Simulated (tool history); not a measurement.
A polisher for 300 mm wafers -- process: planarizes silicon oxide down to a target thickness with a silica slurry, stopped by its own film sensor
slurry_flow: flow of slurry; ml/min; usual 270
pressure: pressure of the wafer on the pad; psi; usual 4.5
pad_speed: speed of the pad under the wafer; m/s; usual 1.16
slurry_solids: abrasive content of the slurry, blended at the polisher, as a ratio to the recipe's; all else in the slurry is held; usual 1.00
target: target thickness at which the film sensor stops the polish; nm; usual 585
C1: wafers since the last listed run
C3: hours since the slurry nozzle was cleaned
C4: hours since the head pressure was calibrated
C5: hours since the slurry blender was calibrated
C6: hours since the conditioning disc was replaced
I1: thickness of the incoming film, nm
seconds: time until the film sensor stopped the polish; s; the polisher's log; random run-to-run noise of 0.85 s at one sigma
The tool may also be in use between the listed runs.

{"run": 1, "day": 0.0, "slurry_flow": 245, "pressure": 4.5, "pad_speed": 1.16, "slurry_solids": 1.0, "target": 585, "C1": 0, "wafers polished on this pad": 566, "C3": 29.6, "C4": 422.7, "C5": 440.8, "C6": 944.6, "I1": 943.2, "seconds": 106.9}
{"day": 1.883, "done": "conditioning disc replaced and pad reconditioned"}
{"run": 2, "day": 4.217, "slurry_flow": 270, "pressure": 4.5, "pad_speed": 1.16, "slurry_solids": 1.0, "target": 585, "C1": 604, "wafers polished on this pad": 1171, "C3": 130.8, "C4": 523.9, "C5": 542.0, "C6": 56.0, "I1": 942.6, "seconds": 106.0}
{"run": 3, "day": 7.0, "slurry_flow": 270, "pressure": 4.5, "pad_speed": 1.16, "slurry_solids": 1.0, "target": 585, "C1": 407, "wafers polished on this pad": 1578, "C3": 197.6, "C4": 590.7, "C5": 608.8, "C6": 122.8, "I1": 948.3, "seconds": 108.0}
{"run": 4, "day": 10.142, "slurry_flow": 270, "pressure": 4.5, "pad_speed": 1.16, "slurry_solids": 1.0, "target": 585, "C1": 459, "wafers polished on this pad": 2038, "C3": 273.0, "C4": 666.1, "C5": 684.2, "C6": 198.2, "I1": 953.3, "seconds": 109.1}
{"run": 5, "day": 13.454, "slurry_flow": 270, "pressure": 4.5, "pad_speed": 1.16, "slurry_solids": 1.3, "target": 493, "C1": 484, "wafers polished on this pad": 2522, "C3": 352.5, "C4": 745.6, "C5": 763.7, "C6": 277.7, "I1": 942.6, "seconds": 121.7}
{"day": 16.183, "done": "head pressure recalibrated"}
{"run": 6, "day": 16.867, "slurry_flow": 270, "pressure": 4.5, "pad_speed": 1.16, "slurry_solids": 1.0, "target": 476, "C1": 487, "wafers polished on this pad": 3009, "C3": 434.4, "C4": 16.4, "C5": 845.6, "C6": 359.6, "I1": 957.3, "seconds": 146.2}
{"day": 20.375, "done": "slurry blender recalibrated"}
{"run": 7, "day": 20.742, "slurry_flow": 270, "pressure": 4.9, "pad_speed": 1.16, "slurry_solids": 1.0, "target": 585, "C1": 554, "wafers polished on this pad": 3564, "C3": 527.4, "C4": 109.4, "C5": 8.8, "C6": 452.6, "I1": 932.8, "seconds": 100.3}
{"run": 8, "day": 23.638, "slurry_flow": 345, "pressure": 4.5, "pad_speed": 1.16, "slurry_solids": 1.0, "target": 585, "C1": 423, "wafers polished on this pad": 3988, "C3": 596.9, "C4": 178.9, "C5": 78.3, "C6": 522.1, "I1": 934.0, "seconds": 105.1}
{"run": 9, "day": 27.35, "slurry_flow": 355, "pressure": 4.5, "pad_speed": 1.46, "slurry_solids": 1.15, "target": 585, "C1": 543, "wafers polished on this pad": 4531, "C3": 686.0, "C4": 268.0, "C5": 167.4, "C6": 611.2, "I1": 953.8, "seconds": 91.5}
{"day": 32.662, "done": "slurry nozzle cleaned"}
{"run": 10, "day": 37.633, "slurry_flow": 270, "pressure": 4.5, "pad_speed": 1.16, "slurry_solids": 1.0, "target": 585, "C1": 1498, "wafers polished on this pad": 6029, "C3": 119.3, "C4": 514.8, "C5": 414.2, "C6": 858.0, "I1": 955.8, "seconds": 119.3}
{"day": 38.025, "done": "worn pad replaced by a new one"}
{"run": 11, "day": 39.488, "slurry_flow": 215, "pressure": 4.5, "pad_speed": 1.16, "slurry_solids": 0.75, "target": 466, "C1": 246, "wafers polished on this pad": 214, "C3": 163.8, "C4": 559.3, "C5": 458.7, "C6": 902.5, "I1": 930.9, "seconds": 164.6}
{"run": 12, "day": 42.646, "slurry_flow": 270, "pressure": 3.6, "pad_speed": 1.16, "slurry_solids": 1.0, "target": 585, "C1": 462, "wafers polished on this pad": 676, "C3": 239.6, "C4": 635.1, "C5": 534.5, "C6": 978.3, "I1": 937.3, "seconds": 120.3}
{"day": 43.067, "done": "conditioning disc replaced and pad reconditioned"}
{"run": 13, "day": 46.629, "slurry_flow": 335, "pressure": 4.5, "pad_speed": 1.16, "slurry_solids": 1.0, "target": 585, "C1": 570, "wafers polished on this pad": 1246, "C3": 335.2, "C4": 730.7, "C5": 630.1, "C6": 85.5, "I1": 943.2, "seconds": 106.2}
{"run": 14, "day": 50.833, "slurry_flow": 270, "pressure": 4.5, "pad_speed": 1.04, "slurry_solids": 1.1, "target": 585, "C1": 615, "wafers polished on this pad": 1861, "C3": 436.1, "C4": 831.6, "C5": 731.0, "C6": 186.4, "I1": 944.7, "seconds": 112.7}
{"day": 51.275, "done": "head pressure recalibrated"}
{"run": 15, "day": 54.588, "slurry_flow": 270, "pressure": 4.5, "pad_speed": 1.16, "slurry_solids": 1.25, "target": 660, "C1": 537, "wafers polished on this pad": 2398, "C3": 526.2, "C4": 79.5, "C5": 821.1, "C6": 276.5, "I1": 929.4, "seconds": 73.7}
{"run": 16, "day": 58.417, "slurry_flow": 270, "pressure": 4.5, "pad_speed": 1.16, "slurry_solids": 1.0, "target": 585, "C1": 560, "wafers polished on this pad": 2959, "C3": 618.1, "C4": 171.4, "C5": 913.0, "C6": 368.4, "I1": 937.3, "seconds": 106.6}
{"day": 62.346, "done": "slurry blender recalibrated"}
{"run": 17, "day": 71.033, "slurry_flow": 270, "pressure": 4.5, "pad_speed": 1.16, "slurry_solids": 1.0, "target": 585, "C1": 1833, "wafers polished on this pad": 4792, "C3": 920.9, "C4": 474.2, "C5": 208.5, "C6": 671.2, "I1": 925.8, "seconds": 106.7}
{"run": 18, "day": 73.133, "slurry_flow": 270, "pressure": 4.5, "pad_speed": 1.16, "slurry_solids": 1.0, "target": 585, "C1": 307, "wafers polished on this pad": 5099, "C3": 971.3, "C4": 524.6, "C5": 258.9, "C6": 721.6, "I1": 940.0, "seconds": 112.1}
{"day": 73.483, "done": "slurry nozzle cleaned"}
{"day": 76.608, "done": "worn pad replaced by a new one"}
{"run": 19, "day": 77.333, "slurry_flow": 335, "pressure": 5.9, "pad_speed": 1.16, "slurry_solids": 1.0, "target": 495, "C1": 583, "wafers polished on this pad": 106, "C3": 92.4, "C4": 625.4, "C5": 359.7, "C6": 822.4, "I1": 941.6, "seconds": 108.1}
{"run": 20, "day": 81.138, "slurry_flow": 225, "pressure": 4.0, "pad_speed": 1.16, "slurry_solids": 0.9, "target": 585, "C1": 556, "wafers polished on this pad": 662, "C3": 183.7, "C4": 716.7, "C5": 451.0, "C6": 913.7, "I1": 951.7, "seconds": 123.5}
{"day": 82.925, "done": "conditioning disc replaced and pad reconditioned"}
{"run": 21, "day": 85.1, "slurry_flow": 270, "pressure": 5.9, "pad_speed": 0.88, "slurry_solids": 1.1, "target": 585, "C1": 567, "wafers polished on this pad": 1230, "C3": 278.8, "C4": 811.8, "C5": 546.1, "C6": 52.2, "I1": 928.4, "seconds": 96.3}
{"run": 22, "day": 87.654, "slurry_flow": 270, "pressure": 4.5, "pad_speed": 1.16, "slurry_solids": 1.0, "target": 585, "C1": 373, "wafers polished on this pad": 1604, "C3": 340.1, "C4": 873.1, "C5": 607.4, "C6": 113.5, "I1": 929.9, "seconds": 103.6}
{"day": 90.8, "done": "head pressure recalibrated"}
{"run": 23, "day": 92.054, "slurry_flow": 270, "pressure": 4.5, "pad_speed": 1.16, "slurry_solids": 1.25, "target": 585, "C1": 631, "wafers polished on this pad": 2235, "C3": 445.7, "C4": 30.1, "C5": 713.0, "C6": 219.1, "I1": 929.8, "seconds": 93.1}
{"run": 24, "day": 94.342, "slurry_flow": 270, "pressure": 4.5, "pad_speed": 1.16, "slurry_solids": 1.0, "target": 658, "C1": 334, "wafers polished on this pad": 2570, "C3": 500.6, "C4": 85.0, "C5": 767.9, "C6": 274.0, "I1": 949.4, "seconds": 87.5}
{"run": 25, "day": 96.512, "slurry_flow": 230, "pressure": 4.5, "pad_speed": 1.16, "slurry_solids": 1.0, "target": 487, "C1": 317, "wafers polished on this pad": 2887, "C3": 552.7, "C4": 137.1, "C5": 820.0, "C6": 326.1, "I1": 945.8, "seconds": 140.1}
{"day": 101.95, "done": "slurry blender recalibrated"}
{"day": 107.779, "done": "slurry nozzle cleaned"}
{"run": 26, "day": 108.817, "slurry_flow": 270, "pressure": 4.5, "pad_speed": 1.16, "slurry_solids": 1.0, "target": 585, "C1": 1781, "wafers polished on this pad": 4669, "C3": 24.9, "C4": 432.4, "C5": 164.8, "C6": 621.4, "I1": 946.6, "seconds": 111.5}

Alternative continuations, all from the tool just after run 26; predict every row:
{"run": "A", "day": 108.838, "slurry_flow": 270, "pressure": 4.5, "pad_speed": 1.16, "slurry_solids": 1.0, "target": 585, "C1": 3, "wafers polished on this pad": 4672, "C3": 25.4, "C4": 432.9, "C5": 165.3, "C6": 621.9, "I1": 923.8, "seconds": "?"}
{"run": "B", "day": 108.838, "slurry_flow": 175, "pressure": 4.5, "pad_speed": 1.4, "slurry_solids": 1.0, "target": 553, "C1": 3, "wafers polished on this pad": 4672, "C3": 25.4, "C4": 432.9, "C5": 165.3, "C6": 621.9, "I1": 923.8, "seconds": "?"}
{"run": "C", "day": 108.838, "slurry_flow": 200, "pressure": 5.0, "pad_speed": 1.04, "slurry_solids": 1.0, "target": 585, "C1": 3, "wafers polished on this pad": 4672, "C3": 25.4, "C4": 432.9, "C5": 165.3, "C6": 621.9, "I1": 923.8, "seconds": "?"}

run=A seconds=105.4
run=B seconds=104.7
run=C seconds=107.7
Without the tool's hidden state the same runs would have given:
run=A seconds=99.9
run=B seconds=99.3
run=C seconds=102.1

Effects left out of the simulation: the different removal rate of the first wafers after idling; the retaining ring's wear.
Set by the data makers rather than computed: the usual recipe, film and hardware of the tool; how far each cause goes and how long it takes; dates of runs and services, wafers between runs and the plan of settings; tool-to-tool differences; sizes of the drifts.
